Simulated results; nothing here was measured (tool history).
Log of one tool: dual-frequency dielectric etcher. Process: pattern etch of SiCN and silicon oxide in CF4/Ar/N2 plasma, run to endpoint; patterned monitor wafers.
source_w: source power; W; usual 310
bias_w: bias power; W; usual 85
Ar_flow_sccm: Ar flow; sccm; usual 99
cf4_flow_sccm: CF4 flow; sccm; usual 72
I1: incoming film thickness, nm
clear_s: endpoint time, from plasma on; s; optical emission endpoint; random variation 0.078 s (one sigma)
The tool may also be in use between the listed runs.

{"run": 1, "hour": 0.0, "source_w": 310, "bias_w": 85, "Ar_flow_sccm": 99, "cf4_flow_sccm": 72, "I1": 9.35, "clear_s": 17.7}
{"hour": 39.4, "done": "wet clean of the chamber"}
{"run": 2, "hour": 39.9, "source_w": 310, "bias_w": 85, "Ar_flow_sccm": 99, "cf4_flow_sccm": 72, "I1": 9.36, "clear_s": 16.7}
{"hour": 52.1, "done": "source power generator calibrated"}
{"run": 3, "hour": 68.4, "source_w": 310, "bias_w": 85, "Ar_flow_sccm": 99, "cf4_flow_sccm": 72, "I1": 9.45, "clear_s": 16.9}
{"run": 4, "hour": 99.7, "source_w": 310, "bias_w": 85, "Ar_flow_sccm": 99, "cf4_flow_sccm": 72, "I1": 9.41, "clear_s": 17.2}
{"run": 5, "hour": 122.3, "source_w": 310, "bias_w": 85, "Ar_flow_sccm": 99, "cf4_flow_sccm": 72, "I1": 9.42, "clear_s": 17.0}
{"run": 6, "hour": 134.8, "source_w": 310, "bias_w": 77, "Ar_flow_sccm": 80, "cf4_flow_sccm": 72, "I1": 9.27, "clear_s": 16.8}
{"run": 7, "hour": 170.6, "source_w": 310, "bias_w": 69, "Ar_flow_sccm": 99, "cf4_flow_sccm": 72, "I1": 9.33, "clear_s": 18.7}
{"hour": 176.0, "done": "bias power generator calibrated"}
{"run": 8, "hour": 188.3, "source_w": 260, "bias_w": 85, "Ar_flow_sccm": 99, "cf4_flow_sccm": 72, "I1": 9.38, "clear_s": 20.8}
{"run": 9, "hour": 208.8, "source_w": 310, "bias_w": 85, "Ar_flow_sccm": 99, "cf4_flow_sccm": 72, "I1": 9.35, "clear_s": 17.1}
{"run": 10, "hour": 232.1, "source_w": 310, "bias_w": 85, "Ar_flow_sccm": 87, "cf4_flow_sccm": 72, "I1": 9.33, "clear_s": 16.7}
{"run": 11, "hour": 251.5, "source_w": 310, "bias_w": 69, "Ar_flow_sccm": 99, "cf4_flow_sccm": 72, "I1": 9.37, "clear_s": 18.8}
{"run": 12, "hour": 276.9, "source_w": 270, "bias_w": 94, "Ar_flow_sccm": 79, "cf4_flow_sccm": 72, "I1": 9.35, "clear_s": 18.6}
{"hour": 290.9, "done": "CF4 flow controller replaced"}
{"run": 13, "hour": 293.8, "source_w": 310, "bias_w": 78, "Ar_flow_sccm": 116, "cf4_flow_sccm": 57, "I1": 9.4, "clear_s": 19.4}
{"hour": 330.8, "done": "Ar flow controller replaced"}
{"run": 14, "hour": 331.3, "source_w": 270, "bias_w": 85, "Ar_flow_sccm": 89, "cf4_flow_sccm": 72, "I1": 9.49, "clear_s": 20.1}
{"run": 15, "hour": 344.5, "source_w": 270, "bias_w": 96, "Ar_flow_sccm": 120, "cf4_flow_sccm": 59, "I1": 9.44, "clear_s": 20.7}
{"hour": 395.0, "done": "wet clean of the chamber"}
{"hour": 397.5, "done": "upper electrode replaced"}
{"run": 16, "hour": 398.0, "source_w": 310, "bias_w": 85, "Ar_flow_sccm": 99, "cf4_flow_sccm": 72, "I1": 9.4, "clear_s": 16.9}
{"run": 17, "hour": 408.7, "source_w": 310, "bias_w": 90, "Ar_flow_sccm": 121, "cf4_flow_sccm": 72, "I1": 9.43, "clear_s": 17.0}
{"run": 18, "hour": 438.8, "source_w": 310, "bias_w": 85, "Ar_flow_sccm": 91, "cf4_flow_sccm": 63, "I1": 9.28, "clear_s": 16.7}
{"run": 19, "hour": 450.9, "source_w": 260, "bias_w": 85, "Ar_flow_sccm": 110, "cf4_flow_sccm": 86, "I1": 9.4, "clear_s": 20.5}
{"run": 20, "hour": 486.7, "source_w": 310, "bias_w": 85, "Ar_flow_sccm": 99, "cf4_flow_sccm": 72, "I1": 9.41, "clear_s": 17.1}
{"run": 21, "hour": 507.3, "source_w": 380, "bias_w": 71, "Ar_flow_sccm": 106, "cf4_flow_sccm": 80, "I1": 9.41, "clear_s": 14.9}
{"run": 22, "hour": 535.2, "source_w": 310, "bias_w": 85, "Ar_flow_sccm": 80, "cf4_flow_sccm": 88, "I1": 9.44, "clear_s": 16.2}
{"run": 23, "hour": 568.8, "source_w": 310, "bias_w": 85, "Ar_flow_sccm": 99, "cf4_flow_sccm": 79, "I1": 9.29, "clear_s": 16.7}
{"run": 24, "hour": 581.5, "source_w": 350, "bias_w": 93, "Ar_flow_sccm": 116, "cf4_flow_sccm": 61, "I1": 9.32, "clear_s": 15.2}

4 ways to go on from here, each from the tool as it stands after run 24. What would each give?
{"run": "A", "hour": 581.9, "source_w": 250, "bias_w": 85, "Ar_flow_sccm": 99, "cf4_flow_sccm": 72, "I1": 9.4, "clear_s": "?"}
{"run": "B", "hour": 581.9, "source_w": 310, "bias_w": 69, "Ar_flow_sccm": 84, "cf4_flow_sccm": 58, "I1": 9.4, "clear_s": "?"}
{"run": "C", "hour": 581.9, "source_w": 240, "bias_w": 97, "Ar_flow_sccm": 99, "cf4_flow_sccm": 72, "I1": 9.4, "clear_s": "?"}
{"run": "D", "hour": 581.9, "source_w": 290, "bias_w": 85, "Ar_flow_sccm": 99, "cf4_flow_sccm": 78, "I1": 9.4, "clear_s": "?"}

run=A clear_s=21.7
run=B clear_s=18.8
run=C clear_s=21.5
run=D clear_s=18.2
Without the tool's hidden state the same runs would have given:
run=A clear_s=21.3
run=B clear_s=18.4
run=C clear_s=21.1
run=D clear_s=17.8
